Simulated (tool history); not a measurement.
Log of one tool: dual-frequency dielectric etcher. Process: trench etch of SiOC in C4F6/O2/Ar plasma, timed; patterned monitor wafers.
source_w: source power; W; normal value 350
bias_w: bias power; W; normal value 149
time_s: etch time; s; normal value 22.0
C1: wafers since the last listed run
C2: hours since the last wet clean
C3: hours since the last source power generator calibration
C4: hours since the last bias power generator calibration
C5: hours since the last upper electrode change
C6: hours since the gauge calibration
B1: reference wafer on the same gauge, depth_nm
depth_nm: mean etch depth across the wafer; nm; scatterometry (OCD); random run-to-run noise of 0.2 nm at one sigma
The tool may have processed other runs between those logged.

{"run": 1, "hour": 0.0, "source_w": 350, "bias_w": 149, "time_s": 22.0, "C1": 0, "C2": 343.2, "C3": 3696.3, "C4": 2697.7, "C5": 4244.6, "C6": 680.8, "B1": 38.34, "depth_nm": 39.01}
{"run": 2, "hour": 32.0, "source_w": 350, "bias_w": 149, "time_s": 22.0, "C1": 545, "C2": 375.2, "C3": 3728.3, "C4": 2729.7, "C5": 4276.6, "C6": 712.8, "B1": 38.21, "depth_nm": 38.99}
{"run": 3, "hour": 55.9, "source_w": 350, "bias_w": 149, "time_s": 22.0, "C1": 407, "C2": 399.1, "C3": 3752.2, "C4": 2753.6, "C5": 4300.5, "C6": 736.7, "B1": 38.24, "depth_nm": 39.17}
{"hour": 74.4, "done": "gauge calibrated"}
{"run": 4, "hour": 87.8, "source_w": 350, "bias_w": 149, "time_s": 22.0, "C1": 543, "C2": 431.0, "C3": 3784.1, "C4": 2785.5, "C5": 4332.4, "C6": 13.4, "B1": 39.32, "depth_nm": 39.93}
{"run": 5, "hour": 101.6, "source_w": 350, "bias_w": 149, "time_s": 22.0, "C1": 235, "C2": 444.8, "C3": 3797.9, "C4": 2799.3, "C5": 4346.2, "C6": 27.2, "B1": 39.17, "depth_nm": 40.19}
{"run": 6, "hour": 119.2, "source_w": 350, "bias_w": 149, "time_s": 22.0, "C1": 299, "C2": 462.4, "C3": 3815.5, "C4": 2816.9, "C5": 4363.8, "C6": 44.8, "B1": 39.16, "depth_nm": 40.05}
{"run": 7, "hour": 135.4, "source_w": 350, "bias_w": 149, "time_s": 22.0, "C1": 276, "C2": 478.6, "C3": 3831.7, "C4": 2833.1, "C5": 4380.0, "C6": 61.0, "B1": 39.24, "depth_nm": 40.2}
{"run": 8, "hour": 156.2, "source_w": 350, "bias_w": 149, "time_s": 22.0, "C1": 354, "C2": 499.4, "C3": 3852.5, "C4": 2853.9, "C5": 4400.8, "C6": 81.8, "B1": 39.16, "depth_nm": 40.1}
{"run": 9, "hour": 183.5, "source_w": 300, "bias_w": 149, "time_s": 19.0, "C1": 465, "C2": 526.7, "C3": 3879.8, "C4": 2881.2, "C5": 4428.1, "C6": 109.1, "B1": 39.17, "depth_nm": 31.87}
{"run": 10, "hour": 205.3, "source_w": 420, "bias_w": 137, "time_s": 17.5, "C1": 371, "C2": 548.5, "C3": 3901.6, "C4": 2903.0, "C5": 4449.9, "C6": 130.9, "B1": 39.12, "depth_nm": 34.5}
{"run": 11, "hour": 230.3, "source_w": 390, "bias_w": 175, "time_s": 16.5, "C1": 425, "C2": 573.5, "C3": 3926.6, "C4": 2928.0, "C5": 4474.9, "C6": 155.9, "B1": 39.1, "depth_nm": 33.18}
{"hour": 259.7, "done": "wet clean of the chamber"}
{"run": 12, "hour": 260.2, "source_w": 430, "bias_w": 170, "time_s": 22.0, "C1": 100, "C2": 0.5, "C3": 3956.5, "C4": 2957.9, "C5": 4504.8, "C6": 185.8, "B1": 39.19, "depth_nm": 45.9}
{"run": 13, "hour": 268.3, "source_w": 400, "bias_w": 165, "time_s": 17.0, "C1": 138, "C2": 8.6, "C3": 3964.6, "C4": 2966.0, "C5": 4512.9, "C6": 193.9, "B1": 39.01, "depth_nm": 34.41}
{"run": 14, "hour": 285.6, "source_w": 280, "bias_w": 149, "time_s": 27.0, "C1": 294, "C2": 25.9, "C3": 3981.9, "C4": 2983.3, "C5": 4530.2, "C6": 211.2, "B1": 39.04, "depth_nm": 43.33}
{"hour": 291.1, "done": "bias power generator calibrated"}
{"run": 15, "hour": 298.4, "source_w": 350, "bias_w": 149, "time_s": 22.0, "C1": 149, "C2": 38.7, "C3": 3994.7, "C4": 7.3, "C5": 4543.0, "C6": 224.0, "B1": 39.1, "depth_nm": 40.26}
{"run": 16, "hour": 358.9, "source_w": 350, "bias_w": 149, "time_s": 20.0, "C1": 1030, "C2": 99.2, "C3": 4055.2, "C4": 67.8, "C5": 4603.5, "C6": 284.5, "B1": 39.05, "depth_nm": 36.49}
{"run": 17, "hour": 374.9, "source_w": 350, "bias_w": 175, "time_s": 22.0, "C1": 272, "C2": 115.2, "C3": 4071.2, "C4": 83.8, "C5": 4619.5, "C6": 300.5, "B1": 38.96, "depth_nm": 41.64}
{"hour": 411.9, "done": "upper electrode replaced"}
{"run": 18, "hour": 412.4, "source_w": 350, "bias_w": 167, "time_s": 22.0, "C1": 230, "C2": 152.7, "C3": 4108.7, "C4": 121.3, "C5": 0.5, "C6": 338.0, "B1": 38.97, "depth_nm": 41.14}
{"run": 19, "hour": 422.8, "source_w": 350, "bias_w": 134, "time_s": 22.0, "C1": 177, "C2": 163.1, "C3": 4119.1, "C4": 131.7, "C5": 10.9, "C6": 348.4, "B1": 38.97, "depth_nm": 38.47}
{"run": 20, "hour": 440.8, "source_w": 350, "bias_w": 149, "time_s": 22.0, "C1": 306, "C2": 181.1, "C3": 4137.1, "C4": 149.7, "C5": 28.9, "C6": 366.4, "B1": 38.91, "depth_nm": 40.19}
{"run": 21, "hour": 487.4, "source_w": 350, "bias_w": 149, "time_s": 20.0, "C1": 793, "C2": 227.7, "C3": 4183.7, "C4": 196.3, "C5": 75.5, "C6": 413.0, "B1": 38.74, "depth_nm": 36.38}
{"run": 22, "hour": 500.7, "source_w": 350, "bias_w": 149, "time_s": 22.0, "C1": 226, "C2": 241.0, "C3": 4197.0, "C4": 209.6, "C5": 88.8, "C6": 426.3, "B1": 38.77, "depth_nm": 39.9}
{"run": 23, "hour": 521.2, "source_w": 270, "bias_w": 133, "time_s": 22.0, "C1": 349, "C2": 261.5, "C3": 4217.5, "C4": 230.1, "C5": 109.3, "C6": 446.8, "B1": 38.66, "depth_nm": 33.08}
{"run": 24, "hour": 548.0, "source_w": 420, "bias_w": 159, "time_s": 22.0, "C1": 456, "C2": 288.3, "C3": 4244.3, "C4": 256.9, "C5": 136.1, "C6": 473.6, "B1": 38.68, "depth_nm": 44.34}
{"hour": 567.5, "done": "source power generator calibrated"}
{"run": 25, "hour": 631.4, "source_w": 330, "bias_w": 183, "time_s": 22.0, "C1": 1352, "C2": 371.7, "C3": 63.9, "C4": 340.3, "C5": 219.5, "C6": 557.0, "B1": 38.45, "depth_nm": 39.9}
{"run": 26, "hour": 662.7, "source_w": 350, "bias_w": 149, "time_s": 20.0, "C1": 533, "C2": 403.0, "C3": 95.2, "C4": 371.6, "C5": 250.8, "C6": 588.3, "B1": 38.37, "depth_nm": 35.84}
{"run": 27, "hour": 685.7, "source_w": 260, "bias_w": 160, "time_s": 22.0, "C1": 391, "C2": 426.0, "C3": 118.2, "C4": 394.6, "C5": 273.8, "C6": 611.3, "B1": 38.35, "depth_nm": 33.75}
{"run": 28, "hour": 709.7, "source_w": 290, "bias_w": 129, "time_s": 25.0, "C1": 408, "C2": 450.0, "C3": 142.2, "C4": 418.6, "C5": 297.8, "C6": 635.3, "B1": 38.22, "depth_nm": 38.31}
{"run": 29, "hour": 725.0, "source_w": 310, "bias_w": 125, "time_s": 19.5, "C1": 260, "C2": 465.3, "C3": 157.5, "C4": 433.9, "C5": 313.1, "C6": 650.6, "B1": 38.27, "depth_nm": 31.1}
{"run": 30, "hour": 743.8, "source_w": 270, "bias_w": 149, "time_s": 22.0, "C1": 320, "C2": 484.1, "C3": 176.3, "C4": 452.7, "C5": 331.9, "C6": 669.4, "B1": 38.18, "depth_nm": 33.88}
{"run": 31, "hour": 775.7, "source_w": 350, "bias_w": 136, "time_s": 20.5, "C1": 543, "C2": 516.0, "C3": 208.2, "C4": 484.6, "C5": 363.8, "C6": 701.3, "B1": 38.11, "depth_nm": 36.08}

Same runs, no hidden state in the tool, same run-to-run variation:
Hidden conditions of the tool in this case: etch rate over this chamber's usual, %; source power that arrives over what is set, %; bias power that arrives over what is set, %; gauge reads high (%).
run=1 depth_nm=40.07
run=2 depth_nm=40.15
run=3 depth_nm=40.42
run=4 depth_nm=40.14
run=5 depth_nm=40.41
run=6 depth_nm=40.27
run=7 depth_nm=40.43
run=8 depth_nm=40.33
run=9 depth_nm=32.06
run=10 depth_nm=34.71
run=11 depth_nm=33.41
run=12 depth_nm=46.24
run=13 depth_nm=34.67
run=14 depth_nm=43.67
run=15 depth_nm=40.59
run=16 depth_nm=36.86
run=17 depth_nm=42.08
run=18 depth_nm=41.63
run=19 depth_nm=38.94
run=20 depth_nm=40.71
run=21 depth_nm=36.93
run=22 depth_nm=40.53
run=23 depth_nm=33.63
run=24 depth_nm=45.16
run=25 depth_nm=40.83
run=26 depth_nm=36.75
run=27 depth_nm=34.67
run=28 depth_nm=39.41
run=29 depth_nm=32.04
run=30 depth_nm=34.95
run=31 depth_nm=37.31

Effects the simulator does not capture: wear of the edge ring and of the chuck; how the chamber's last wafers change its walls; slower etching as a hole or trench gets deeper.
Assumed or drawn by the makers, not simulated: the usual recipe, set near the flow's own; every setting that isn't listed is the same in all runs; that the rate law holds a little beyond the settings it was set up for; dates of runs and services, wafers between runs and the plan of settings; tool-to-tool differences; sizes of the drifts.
